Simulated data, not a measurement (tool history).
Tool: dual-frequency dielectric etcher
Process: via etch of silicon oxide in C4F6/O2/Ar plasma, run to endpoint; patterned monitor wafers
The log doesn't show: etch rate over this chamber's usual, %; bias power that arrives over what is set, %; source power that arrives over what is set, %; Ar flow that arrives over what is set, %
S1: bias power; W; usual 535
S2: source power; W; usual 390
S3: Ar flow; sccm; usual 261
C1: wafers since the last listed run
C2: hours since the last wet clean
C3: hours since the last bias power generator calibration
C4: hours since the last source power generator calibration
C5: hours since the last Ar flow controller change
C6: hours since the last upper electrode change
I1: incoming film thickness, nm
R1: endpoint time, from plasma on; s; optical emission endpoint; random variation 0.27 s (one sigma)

run    hour   S1   S2   S3    C1     C2      C3      C4      C5      C6     I1    R1
  1     0.0  535  390  261     0  406.8  2783.1  1215.1  2721.0  3808.5  190.2  39.2
  2    96.9  452  390  261   920  503.7  2880.0  1312.0  2817.9  3905.4  189.1  41.1
      141.1  -- wet clean of the chamber
  3   158.3  535  390  261   355   17.2  2941.4  1373.4  2879.3  3966.8  192.2  38.3
  4   233.1  507  360  261   710   92.0  3016.2  1448.2  2954.1  4041.6  190.0  40.1
  5   281.6  535  390  261   460  140.5  3064.7  1496.7  3002.6  4090.1  190.1  38.0
  6   425.7  535  390  261  1369  284.6  3208.8  1640.8  3146.7  4234.2  192.5  39.1
      528.7  -- bias power generator calibrated
      698.0  -- Ar flow controller replaced
      701.5  -- wet clean of the chamber
  7   702.0  535  310  261  2497    0.5   173.3  1917.1     4.0  4510.5  191.3  41.2
  8   747.8  535  390  261   435   46.3   219.1  1962.9    49.8  4556.3  189.4  37.7
  9   854.3  535  390  261  1012  152.8   325.6  2069.4   156.3  4662.8  189.6  38.4
 10   947.2  535  390  261   882  245.7   418.5  2162.3   249.2  4755.7  190.0  38.6
 11  1020.1  535  390  261   692  318.6   491.4  2235.2   322.1  4828.6  190.1  38.9
 12  1056.6  535  390  261   346  355.1   527.9  2271.7   358.6  4865.1  192.8  40.0
 13  1098.4  581  310  204   397  396.9   569.7  2313.5   400.4  4906.9  192.5  41.1
 14  1157.3  600  490  201   559  455.8   628.6  2372.4   459.3  4965.8  189.0  34.9
 15  1201.2  474  330  312   417  499.7   672.5  2416.3   503.2  5009.7  191.4  44.7
     1231.6  -- wet clean of the chamber
     1245.8  -- source power generator calibrated
 16  1292.7  483  390  233   603   61.1   764.0    46.9   594.7  5101.2  190.4  38.2
     1343.8  -- upper electrode replaced, of another model than before
 17  1376.3  535  390  261   566  144.7   847.6   130.5   678.3    32.5  190.5  38.4
 18  1455.6  434  350  203   753  224.0   926.9   209.8   757.6   111.8  190.0  39.2
 19  1525.8  615  300  203   667  294.2   997.1   280.0   827.8   182.0  190.3  39.4
 20  1601.2  535  390  261   716  369.6  1072.5   355.4   903.2   257.4  190.0  38.9
 21  1699.2  535  390  261   931  467.6  1170.5   453.4  1001.2   355.4  193.2  40.3
 22  1762.8  535  360  324   604  531.2  1234.1   517.0  1064.8   419.0  189.7  41.4
     1825.4  -- wet clean of the chamber
 23  1825.9  478  390  245   371    0.5  1297.2   580.1  1127.9   482.1  190.8  38.2
 24  1861.4  535  420  323   337   36.0  1332.7   615.6  1163.4   517.6  191.3  38.4
 25  1907.8  535  390  261   440   82.4  1379.1   662.0  1209.8   564.0  189.7  37.8
 26  1955.1  591  350  261   449  129.7  1426.4   709.3  1257.1   611.3  190.9  38.6
 27  2057.8  500  450  223   976  232.4  1529.1   812.0  1359.8   714.0  189.1  37.0
 28  2146.2  461  480  225   840  320.8  1617.5   900.4  1448.2   802.4  188.3  36.4
 29  2246.0  535  360  233   948  420.6  1717.3  1000.2  1548.0   902.2  192.4  39.5
 30  2294.0  535  390  261   456  468.6  1765.3  1048.2  1596.0   950.2  191.1  39.5

3 ways to go on from here, each from the tool as it stands after run 30. What would each give?
  A  2294.4  535  470  261   3  469.0  1765.7  1048.6  1596.4  950.6  188.0   ?
  B  2294.4  655  320  261   3  469.0  1765.7  1048.6  1596.4  950.6  188.0   ?
  C  2294.4  535  450  283   3  469.0  1765.7  1048.6  1596.4  950.6  188.0   ?

run    R1
  A  37.3
  B  39.3
  C  38.0
Without the tool's hidden state the same runs would have given:
run    R1
  A  35.5
  B  37.5
  C  36.2
